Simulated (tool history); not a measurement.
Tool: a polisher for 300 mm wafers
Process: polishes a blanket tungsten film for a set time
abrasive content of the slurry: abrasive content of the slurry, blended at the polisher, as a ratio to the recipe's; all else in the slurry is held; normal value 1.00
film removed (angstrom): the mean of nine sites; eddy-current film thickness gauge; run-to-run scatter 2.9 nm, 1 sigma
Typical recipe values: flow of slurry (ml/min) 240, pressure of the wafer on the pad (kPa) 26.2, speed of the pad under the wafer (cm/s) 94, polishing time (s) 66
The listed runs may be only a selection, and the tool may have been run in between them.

run    hour  flow of slurry (ml/min)  pressure of the wafer on the pad (kPa)  speed of the pad under the wafer (cm/s)  abrasive content of the slurry  polishing time (s)  incoming thickness of the incoming film, nm  film removed (angstrom)
  1     0.0                      240                                    26.2                                       94                            1.00                  51                                        862.1                     2675
  2    59.6                      240                                    26.2                                       94                            1.00                  51                                        857.0                     2620
  3   162.1                      240                                    26.2                                       94                            1.00                  66                                        872.5                     3416
  4   417.7                      240                                    26.2                                       94                            1.00                  66                                        846.0                     3402
  5   517.6                      240                                    26.2                                       94                            1.00                  66                                        870.1                     3279
  6   621.7                      240                                    26.2                                       94                            1.00                  66                                        863.5                     3472
  7   659.0                      240                                    26.2                                       94                            1.00                  66                                        853.4                     3426
  8   734.9                      240                                    26.2                                       94                            1.00                  66                                        852.3                     3423
  9   831.0                      190                                    26.2                                       86                            1.00                  66                                        847.6                     3051
 10   871.3                      190                                    26.2                                       86                            1.00                  66                                        868.0                     3022
 11   918.8                      240                                    26.2                                       80                            1.00                  66                                        856.6                     2965
 12  1025.2                      240                                    26.2                                       94                            1.00                  74                                        852.5                     3860
 13  1097.1                      240                                    26.2                                       94                            1.20                  66                                        868.2                     3521
 14  1191.3                      210                                    26.2                                       94                            1.00                  66                                        852.0                     3352
 15  1297.9                      190                                    26.2                                       94                            1.00                  87                                        857.6                     4327
 16  1334.4                      240                                    26.2                                       94                            1.00                  66                                        847.2                     3358
 17  1378.3                      290                                    23.4                                       80                            1.00                  66                                        867.6                     2714
 18  1448.3                      240                                    19.3                                      118                            1.00                  66                                        858.9                     3115
 19  1767.4                      240                                    26.2                                      110                            0.85                  44                                        856.7                     2509
 20  1804.7                      240                                    26.2                                       94                            1.00                  66                                        861.4                     3331
 21  1861.2                      240                                    26.2                                      104                            1.10                  86                                        857.8                     4964
 22  1927.3                      195                                    32.4                                      106                            1.00                  66                                        847.2                     4525
 23  2010.6                      240                                    26.2                                       78                            1.00                  66                                        850.5                     2857
 24  2063.9                      240                                    26.2                                       94                            0.90                  66                                        852.5                     3354
 25  2111.8                      190                                    26.2                                       86                            1.00                  66                                        866.2                     3022

Not shown: 19 entries that the log had between the listed runs. Between which runs, and how does the tool's hidden state differ before and after?
Run 2 -> run 3: slurry nozzle cleaned (hour 161.6)
  peroxide lost from the slurry, %: 2.3 -> 4.36
  difference, measured minus the result without the unlogged condition, film removed (angstrom): -24 -> -58
Run 3 -> run 4: head pressure recalibrated (hour 204.7); worn pad replaced by a new one (hour 240.1); slurry blender recalibrated (hour 290.5)
  peroxide lost from the slurry, %: 4.36 -> 9.49
  difference, measured minus the result without the unlogged condition, film removed (angstrom): -58 -> -132
Run 5 -> run 6: slurry tank refilled with fresh slurry and peroxide (hour 536.6)
  peroxide lost from the slurry, %: 11.5 -> 1.91
  difference, measured minus the result without the unlogged condition, film removed (angstrom): -157 -> -25
Run 7 -> run 8: slurry nozzle cleaned (hour 674.9); worn pad replaced by a new one (hour 718.5)
  peroxide lost from the slurry, %: 2.66 -> 4.18
  difference, measured minus the result without the unlogged condition, film removed (angstrom): -35 -> -56
Run 9 -> run 10: slurry blender recalibrated (hour 846.6)
  peroxide lost from the slurry, %: 6.11 -> 6.92
  difference, measured minus the result without the unlogged condition, film removed (angstrom): -74 -> -84
Run 11 -> run 12: slurry tank refilled with fresh slurry and peroxide (hour 977.3)
  peroxide lost from the slurry, %: 7.88 -> 1.59
  difference, measured minus the result without the unlogged condition, film removed (angstrom): -94 -> -23
Run 13 -> run 14: slurry nozzle cleaned (hour 1163.9)
  peroxide lost from the slurry, %: 3.04 -> 4.93
  difference, measured minus the result without the unlogged condition, film removed (angstrom): -42 -> -64
Run 14 -> run 15: head pressure recalibrated (hour 1205.6); worn pad replaced by a new one (hour 1256.6)
  peroxide lost from the slurry, %: 4.93 -> 7.07
  difference, measured minus the result without the unlogged condition, film removed (angstrom): -64 -> -123
Run 16 -> run 17: slurry blender recalibrated (hour 1373.5)
  peroxide lost from the slurry, %: 7.8 -> 8.69
  difference, measured minus the result without the unlogged condition, film removed (angstrom): -106 -> -96
Run 17 -> run 18: slurry tank refilled with fresh slurry and peroxide (hour 1423.6)
  peroxide lost from the slurry, %: 8.69 -> 0.556
  difference, measured minus the result without the unlogged condition, film removed (angstrom): -96 -> -6
Run 18 -> run 19: slurry nozzle cleaned (hour 1616.3); worn pad replaced by a new one (hour 1765.9)
  peroxide lost from the slurry, %: 0.556 -> 6.97
  difference, measured minus the result without the unlogged condition, film removed (angstrom): -6 -> -70
Run 20 -> run 21: slurry tank refilled with fresh slurry and peroxide (hour 1851.0)
  peroxide lost from the slurry, %: 7.72 -> 0.965
  difference, measured minus the result without the unlogged condition, film removed (angstrom): -104 -> -19
Run 21 -> run 22: slurry blender recalibrated (hour 1871.1)
  peroxide lost from the slurry, %: 0.965 -> 2.29
  difference, measured minus the result without the unlogged condition, film removed (angstrom): -19 -> -40
Run 23 -> run 24: slurry nozzle cleaned (hour 2053.8)
  peroxide lost from the slurry, %: 3.97 -> 5.04
  difference, measured minus the result without the unlogged condition, film removed (angstrom): -44 -> -66
